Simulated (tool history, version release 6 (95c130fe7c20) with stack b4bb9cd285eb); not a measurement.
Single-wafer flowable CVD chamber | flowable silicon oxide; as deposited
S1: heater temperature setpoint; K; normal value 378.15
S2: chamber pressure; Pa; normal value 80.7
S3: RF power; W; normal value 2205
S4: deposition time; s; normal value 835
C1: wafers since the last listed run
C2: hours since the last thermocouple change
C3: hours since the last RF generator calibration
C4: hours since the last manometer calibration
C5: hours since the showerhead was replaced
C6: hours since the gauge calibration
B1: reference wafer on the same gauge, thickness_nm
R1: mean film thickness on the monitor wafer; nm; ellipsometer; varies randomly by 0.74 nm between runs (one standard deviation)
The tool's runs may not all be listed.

| run | hour | S1 | S2 | S3 | S4 | C1 | C2 | C3 | C4 | C5 | C6 | B1 | R1 |
|---|---|---|---|---|---|---|---|---|---|---|---|---|---|
| 1 | 0 | 378.15 | 80.7 | 2205 | 835 | 0 | 1549.2 | 1375.2 | 2358.2 | 5940.5 | 458.6 | 344.022 | 273.515 |
| 2 | 15.8 | 378.15 | 80.7 | 2205 | 835 | 32 | 1565 | 1391 | 2374 | 5956.3 | 474.4 | 343.738 | 274.417 |
| 3 | 37.7 | 378.15 | 80.7 | 1930 | 835 | 45 | 1586.9 | 1412.9 | 2395.9 | 5978.2 | 496.3 | 344.088 | 267.178 |
| 4 | 64.1 | 378.15 | 80.7 | 1930 | 835 | 54 | 1613.3 | 1439.3 | 2422.3 | 6004.6 | 522.7 | 344.059 | 267.495 |
| 5 | 94.7 | 378.15 | 80.7 | 2205 | 835 | 63 | 1643.9 | 1469.9 | 2452.9 | 6035.2 | 553.3 | 344.34 | 271.985 |
| 6 | 107.3 | 378.15 | 80.7 | 2205 | 835 | 25 | 1656.5 | 1482.5 | 2465.5 | 6047.8 | 565.9 | 344.207 | 273.475 |
| 7 | 142.4 | 378.15 | 80.7 | 2205 | 835 | 72 | 1691.6 | 1517.6 | 2500.6 | 6082.9 | 601 | 343.758 | 273.578 |
| 8 | 162.1 | 378.15 | 80.7 | 2205 | 767 | 40 | 1711.3 | 1537.3 | 2520.3 | 6102.6 | 620.7 | 344.018 | 252.162 |
| 9 | 191.7 | 378.15 | 80.7 | 2205 | 767 | 60 | 1740.9 | 1566.9 | 2549.9 | 6132.2 | 650.3 | 344.026 | 250.479 |
| 10 | 249 | 378.15 | 80.7 | 2205 | 835 | 118 | 1798.2 | 1624.2 | 2607.2 | 6189.5 | 707.6 | 343.781 | 271.653 |
|  | 262.5 | gauge calibrated |
| 11 | 281.3 | 389.15 | 80.7 | 2205 | 835 | 66 | 1830.5 | 1656.5 | 2639.5 | 6221.8 | 18.8 | 344.148 | 192.505 |
| 12 | 316.6 | 389.15 | 80.7 | 2205 | 835 | 72 | 1865.8 | 1691.8 | 2674.8 | 6257.1 | 54.1 | 344.154 | 193.367 |
| 13 | 350 | 378.15 | 80.7 | 2205 | 835 | 68 | 1899.2 | 1725.2 | 2708.2 | 6290.5 | 87.5 | 344.246 | 272.521 |
|  | 389.7 | RF generator calibrated |
|  | 391.2 | showerhead replaced |
|  | 421.2 | capacitance manometer re-zeroed and calibrated |
| 14 | 421.7 | 364.15 | 94.8 | 2205 | 835 | 111 | 1970.9 | 32 | 0.5 | 30.5 | 159.2 | 343.834 | 548.489 |
| 15 | 442.2 | 365.15 | 80.7 | 2205 | 835 | 42 | 1991.4 | 52.5 | 21 | 51 | 179.7 | 343.984 | 450.963 |
|  | 455.7 | thermocouple changed; heater temperature recalibrated |
| 16 | 473.1 | 378.15 | 80.7 | 1930 | 835 | 47 | 17.4 | 83.4 | 51.9 | 81.9 | 210.6 | 344.073 | 303.853 |
| 17 | 504.3 | 378.15 | 80.7 | 2205 | 835 | 64 | 48.6 | 114.6 | 83.1 | 113.1 | 241.8 | 343.76 | 309.878 |
| 18 | 536.7 | 385.15 | 80.7 | 2205 | 835 | 66 | 81 | 147 | 115.5 | 145.5 | 274.2 | 343.738 | 245.059 |
| 19 | 559.7 | 378.15 | 80.7 | 2205 | 835 | 47 | 104 | 170 | 138.5 | 168.5 | 297.2 | 343.984 | 305.766 |
| 20 | 580.2 | 374.15 | 80.7 | 2205 | 772 | 42 | 124.5 | 190.5 | 159 | 189 | 317.7 | 343.934 | 322.511 |
| 21 | 613.7 | 378.15 | 74.8 | 1875 | 835 | 69 | 158 | 224 | 192.5 | 222.5 | 351.2 | 344.141 | 274.722 |
| 22 | 638.1 | 378.15 | 75.3 | 2205 | 835 | 50 | 182.4 | 248.4 | 216.9 | 246.9 | 375.6 | 344.043 | 283.609 |
| 23 | 652.2 | 378.15 | 80.7 | 2570 | 835 | 29 | 196.5 | 262.5 | 231 | 261 | 389.7 | 344.04 | 309.212 |
| 24 | 737.4 | 378.15 | 99.6 | 2205 | 746 | 175 | 281.7 | 347.7 | 316.2 | 346.2 | 474.9 | 343.853 | 330.983 |
| 25 | 754.5 | 387.15 | 65.1 | 2205 | 835 | 35 | 298.8 | 364.8 | 333.3 | 363.3 | 492 | 343.972 | 182.3 |
| 26 | 775 | 364.15 | 61.7 | 2205 | 682 | 42 | 319.3 | 385.3 | 353.8 | 383.8 | 512.5 | 344.011 | 300.051 |

Predict each of these 3 candidate next runs independently; none follows another, all start after run 26:
| A | 775.6 | 378.15 | 80.7 | 1880 | 835 | 1 | 319.9 | 385.9 | 354.4 | 384.4 | 513.1 | ? | ? |
| B | 775.6 | 378.15 | 80.7 | 2430 | 768 | 1 | 319.9 | 385.9 | 354.4 | 384.4 | 513.1 | ? | ? |
| C | 775.6 | 378.15 | 80.7 | 1840 | 835 | 1 | 319.9 | 385.9 | 354.4 | 384.4 | 513.1 | ? | ? |

| run | B1 | R1 |
|---|---|---|
| A | 344.076 | 289.701 |
| B | 344.076 | 277.623 |
| C | 344.076 | 288.476 |
The same runs, with their run-to-run variation unchanged, on a tool lacking any hidden condition would have given:
| run | R1 |
|---|---|
| A | 304.529 |
| B | 291.834 |
| C | 303.242 |

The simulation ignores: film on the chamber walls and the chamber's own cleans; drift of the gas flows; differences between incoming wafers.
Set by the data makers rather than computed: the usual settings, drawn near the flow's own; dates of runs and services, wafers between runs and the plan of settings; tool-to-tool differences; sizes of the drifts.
